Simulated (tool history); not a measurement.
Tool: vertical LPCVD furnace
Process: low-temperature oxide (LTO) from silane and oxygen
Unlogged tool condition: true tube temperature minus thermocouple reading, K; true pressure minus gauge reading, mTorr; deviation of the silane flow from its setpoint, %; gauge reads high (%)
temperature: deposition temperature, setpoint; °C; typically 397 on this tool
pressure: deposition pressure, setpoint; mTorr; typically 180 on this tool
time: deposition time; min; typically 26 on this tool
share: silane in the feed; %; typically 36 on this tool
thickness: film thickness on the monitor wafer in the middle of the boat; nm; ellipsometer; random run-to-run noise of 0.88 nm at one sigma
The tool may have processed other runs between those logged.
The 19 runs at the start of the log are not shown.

run,day,temperature,pressure,time,share,wafers since the last listed run,hours since the last temperature calibration,hours since the pressure gauge was zeroed,hours since the silane flow controller was replaced,hours since the gauge calibration,"read-back reference wafer on the same gauge, thickness",thickness
20,70.083,387,145,26,33,1192,135.7,317.5,1399.8,425.1,171.16,122.65
21,74.229,397,180,17.5,41,1627,235.2,417,1499.3,524.6,170.97,152.37
22,75.817,397,150,20,39,623,273.3,455.1,1537.4,562.7,171.04,136.69
23,79.212,397,180,26,36,1333,354.8,536.6,1618.9,644.2,171.14,192.91
24,81.421,397,180,26,36,866,407.8,589.6,1671.9,697.2,170.84,191.98
25,85.754,397,180,26,36,1701,511.8,693.6,1775.9,801.2,170.78,193.64
26,90.088,391,180,26,36,1701,615.8,797.6,1879.9,905.2,170.96,181.43
27,94.421,397,160,26,36,1701,719.8,901.6,1983.9,1009.2,171.02,173.18
28,97.067,397,220,26,36,1038,783.3,965.1,2047.4,1072.7,170.92,239.53
29,98.579,397,180,26,36,593,819.6,1001.4,2083.7,1109,171.13,195.28

Run 30, settings as shown, results not yet in. Your forecast:
30,105.179,397,180,26,36,2591,978,1159.8,2242.1,1267.4,?,?

Run 30 measured read-back reference wafer on the same gauge, thickness 170.83, thickness 196.23 nm.
Were there no unlogged condition in the tool, this run, its random variation unchanged, would have produced thickness 190.93 nm.
